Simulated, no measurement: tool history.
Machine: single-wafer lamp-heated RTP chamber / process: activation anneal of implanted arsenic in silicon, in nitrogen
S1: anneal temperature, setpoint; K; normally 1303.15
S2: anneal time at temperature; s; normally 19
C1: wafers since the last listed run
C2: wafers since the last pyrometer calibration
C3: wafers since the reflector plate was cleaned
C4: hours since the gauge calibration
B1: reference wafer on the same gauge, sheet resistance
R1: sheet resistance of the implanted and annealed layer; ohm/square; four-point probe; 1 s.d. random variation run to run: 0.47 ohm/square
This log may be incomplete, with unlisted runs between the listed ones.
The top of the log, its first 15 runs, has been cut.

run    hour       S1  S2    C1     C2    C3      C4      B1      R1
 16  1488.9  1303.15   9  3983  10360  4759  1057.5  223.88  232.35
       1529  -- pyrometer window cleaned and pyrometer calibrated
 17  1594.5  1310.15  16  1948   1308  6707  1163.1  223.96  229.76
 18  1696.1  1311.15  10  2027   3336  8735  1264.7  224.16  231.46
     1705.4  -- reflector plate cleaned
 19  1782.1  1279.15  15  1556   4892  1530  1350.7  223.92  234.07
       1850  -- gauge calibrated
 20  1850.4  1314.15   8  1363   6256  2893     0.4  223.88   232.3
 21  1904.4  1321.15  19  1077   7334  3971    54.4  224.02  224.04
 22  1990.8  1295.15  10  1724   9058  5696   140.8  224.02  233.83
     2012.7  -- pyrometer window cleaned and pyrometer calibrated
 23  2074.4  1289.15  16  1508   1232  7205   224.4  224.13  232.05
 24  2113.1  1303.15  19   772   2004  7977   263.1  223.84  229.04
     2162.8  -- reflector plate cleaned
 25  2193.1  1303.15  26  1437   3441   604   343.1  223.98  225.78
 26  2291.4  1313.15  19  1962   5403  2566   441.4  223.91  226.25
 27  2334.3  1291.15  28   856   6260  3422   484.3  223.93  227.26
 28  2380.7  1277.15  25   926   7186  4348   530.7  223.88  230.26
     2447.3  -- pyrometer window cleaned and pyrometer calibrated
 29  2454.2  1284.15  19  1307    137  5656   604.2  223.68   231.8
 30  2531.5  1318.15   9  1542   1680  7199   681.5  223.92  231.97

5 ways to go on from here, each from the tool as it stands after run 30. What would each give?
  A  2531.9  1303.15  19   7  1688  7207  681.9   ?   ?
  B  2531.9  1288.15  28   7  1688  7207  681.9   ?   ?
  C  2531.9  1303.15   8   7  1688  7207  681.9   ?   ?
  D  2531.9  1326.15  26   7  1688  7207  681.9   ?   ?
  E  2531.9  1325.15  24   7  1688  7207  681.9   ?   ?

run      B1      R1
  A  223.88  229.32
  B  223.88  228.97
  C  223.88  235.11
  D  223.88  221.31
  E  223.88   222.4
What these runs would have given with no unlogged condition in the tool:
run      R1
  A  229.46
  B  229.11
  C   235.2
  D   221.5
  E  222.59

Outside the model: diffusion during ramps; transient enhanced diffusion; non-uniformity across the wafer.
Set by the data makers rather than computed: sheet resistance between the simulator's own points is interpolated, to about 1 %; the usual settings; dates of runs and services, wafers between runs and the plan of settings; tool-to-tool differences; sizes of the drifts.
